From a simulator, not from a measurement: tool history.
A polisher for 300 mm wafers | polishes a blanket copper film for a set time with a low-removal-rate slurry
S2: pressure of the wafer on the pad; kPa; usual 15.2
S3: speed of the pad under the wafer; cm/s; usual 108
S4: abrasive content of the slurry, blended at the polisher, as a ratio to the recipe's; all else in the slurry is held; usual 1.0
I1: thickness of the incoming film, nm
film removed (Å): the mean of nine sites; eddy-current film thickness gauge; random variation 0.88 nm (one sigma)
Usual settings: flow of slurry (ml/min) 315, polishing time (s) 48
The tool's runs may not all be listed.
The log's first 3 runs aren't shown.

{"run": 4, "hour": 248.5, "flow of slurry (ml/min)": 315, "S2": 15.2, "S3": 108, "S4": 1.0, "polishing time (s)": 48, "I1": 1098.9, "film removed (Å)": 948}
{"run": 5, "hour": 304.0, "flow of slurry (ml/min)": 315, "S2": 15.2, "S3": 108, "S4": 1.0, "polishing time (s)": 48, "I1": 1104.9, "film removed (Å)": 928}
{"hour": 319.4, "done": "slurry nozzle cleaned"}
{"hour": 322.5, "done": "worn pad replaced by a new one"}
{"run": 6, "hour": 364.0, "flow of slurry (ml/min)": 315, "S2": 15.2, "S3": 108, "S4": 1.0, "polishing time (s)": 48, "I1": 1101.3, "film removed (Å)": 963}
{"hour": 377.0, "done": "slurry blender recalibrated"}
{"run": 7, "hour": 465.7, "flow of slurry (ml/min)": 315, "S2": 15.2, "S3": 108, "S4": 1.0, "polishing time (s)": 48, "I1": 1088.3, "film removed (Å)": 960}
{"run": 8, "hour": 540.6, "flow of slurry (ml/min)": 315, "S2": 15.2, "S3": 108, "S4": 1.0, "polishing time (s)": 48, "I1": 1093.0, "film removed (Å)": 945}
{"hour": 623.5, "done": "head pressure recalibrated"}
{"run": 9, "hour": 637.1, "flow of slurry (ml/min)": 315, "S2": 15.2, "S3": 108, "S4": 1.0, "polishing time (s)": 48, "I1": 1110.1, "film removed (Å)": 942}
{"run": 10, "hour": 710.7, "flow of slurry (ml/min)": 315, "S2": 15.2, "S3": 108, "S4": 1.0, "polishing time (s)": 48, "I1": 1071.3, "film removed (Å)": 944}
{"run": 11, "hour": 785.3, "flow of slurry (ml/min)": 315, "S2": 15.2, "S3": 108, "S4": 1.0, "polishing time (s)": 48, "I1": 1080.0, "film removed (Å)": 945}
{"run": 12, "hour": 861.7, "flow of slurry (ml/min)": 315, "S2": 15.2, "S3": 108, "S4": 1.2, "polishing time (s)": 48, "I1": 1098.3, "film removed (Å)": 983}
{"run": 13, "hour": 913.3, "flow of slurry (ml/min)": 315, "S2": 15.2, "S3": 108, "S4": 1.0, "polishing time (s)": 48, "I1": 1086.0, "film removed (Å)": 933}
{"run": 14, "hour": 953.1, "flow of slurry (ml/min)": 315, "S2": 15.2, "S3": 78, "S4": 1.0, "polishing time (s)": 48, "I1": 1070.7, "film removed (Å)": 770}
{"hour": 971.5, "done": "slurry blender recalibrated"}
{"run": 15, "hour": 992.7, "flow of slurry (ml/min)": 315, "S2": 15.2, "S3": 94, "S4": 1.0, "polishing time (s)": 64, "I1": 1078.1, "film removed (Å)": 1141}
{"hour": 1003.5, "done": "worn pad replaced by a new one"}
{"hour": 1036.2, "done": "slurry nozzle cleaned"}
{"run": 16, "hour": 1046.6, "flow of slurry (ml/min)": 315, "S2": 15.2, "S3": 108, "S4": 0.9, "polishing time (s)": 48, "I1": 1080.5, "film removed (Å)": 944}
{"run": 17, "hour": 1148.9, "flow of slurry (ml/min)": 410, "S2": 15.2, "S3": 134, "S4": 0.7, "polishing time (s)": 48, "I1": 1070.4, "film removed (Å)": 1047}
{"run": 18, "hour": 1205.6, "flow of slurry (ml/min)": 315, "S2": 15.2, "S3": 108, "S4": 1.0, "polishing time (s)": 42, "I1": 1099.2, "film removed (Å)": 818}
{"run": 19, "hour": 1300.2, "flow of slurry (ml/min)": 315, "S2": 15.2, "S3": 108, "S4": 1.0, "polishing time (s)": 48, "I1": 1085.8, "film removed (Å)": 938}
{"hour": 1344.2, "done": "head pressure recalibrated"}
{"run": 20, "hour": 1378.3, "flow of slurry (ml/min)": 315, "S2": 13.1, "S3": 86, "S4": 1.0, "polishing time (s)": 58, "I1": 1104.9, "film removed (Å)": 864}
{"run": 21, "hour": 1630.5, "flow of slurry (ml/min)": 315, "S2": 15.2, "S3": 108, "S4": 1.0, "polishing time (s)": 48, "I1": 1089.3, "film removed (Å)": 936}
{"hour": 1679.4, "done": "slurry blender recalibrated"}
{"hour": 1754.3, "done": "worn pad replaced by a new one"}
{"hour": 1761.3, "done": "slurry nozzle cleaned"}
{"run": 22, "hour": 1934.3, "flow of slurry (ml/min)": 410, "S2": 15.2, "S3": 108, "S4": 1.1, "polishing time (s)": 48, "I1": 1094.4, "film removed (Å)": 1003}

The next listed run, before its measurement:
{"run": 23, "hour": 2027.3, "flow of slurry (ml/min)": 315, "S2": 15.2, "S3": 108, "S4": 1.0, "polishing time (s)": 48, "I1": 1078.5, "film removed (Å)": "?"}

film removed (Å): 944
Without the tool's hidden state the same run would have given film removed (Å) 971.
